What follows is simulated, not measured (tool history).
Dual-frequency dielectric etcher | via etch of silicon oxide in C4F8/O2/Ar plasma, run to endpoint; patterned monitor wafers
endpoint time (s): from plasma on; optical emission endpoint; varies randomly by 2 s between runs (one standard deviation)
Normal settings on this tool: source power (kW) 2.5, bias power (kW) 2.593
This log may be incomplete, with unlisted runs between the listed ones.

run,day,source power (kW),bias power (kW),"incoming incoming film thickness, nm",endpoint time (s)
1,0,2.5,2.593,1673,274.5
2,0.492,2.5,2.593,1676.1,277.2
3,0.871,2.5,2.593,1682.7,276.7
4,2.079,2.5,2.593,1672.1,273
5,2.762,2.5,2.593,1661.9,271
6,3.117,2.5,2.593,1663.1,270.4
7,3.638,2.5,2.593,1659.2,269.7
8,4.292,2.5,2.593,1646.3,267.2
9,5.033,2.5,2.593,1657.7,267.6
10,6.979,2.5,2.895,1651,258.3
11,9.162,2.5,2.593,1651.1,261.8
12,9.567,2.5,2.593,1655.1,267.9
13,10.312,2.5,2.593,1642.9,263.4
14,10.675,2.5,2.593,1655.2,263.3
15,11.067,2.5,2.593,1665.1,265.9
# day 11.458: source power generator calibrated
16,11.767,2.5,2.593,1653.8,263.7
# day 12.879: wet clean of the chamber
17,12.9,2.99,2.593,1653,266.2
18,12.917,2.5,2.593,1664.9,285.4
19,13.796,2.74,2.21,1656.3,280.3
20,14.188,1.92,2.352,1639.2,301.9
# day 15.633: bias power generator calibrated
# day 15.642: upper electrode replaced
21,15.662,2.03,3.121,1637.7,276.7

Run 22 comes next. What will it give?
22,15.679,2.88,2.986,1659.1,?

endpoint time (s): 259.5
With no hidden state in the tool, this same run would have given endpoint time (s) 261.8.
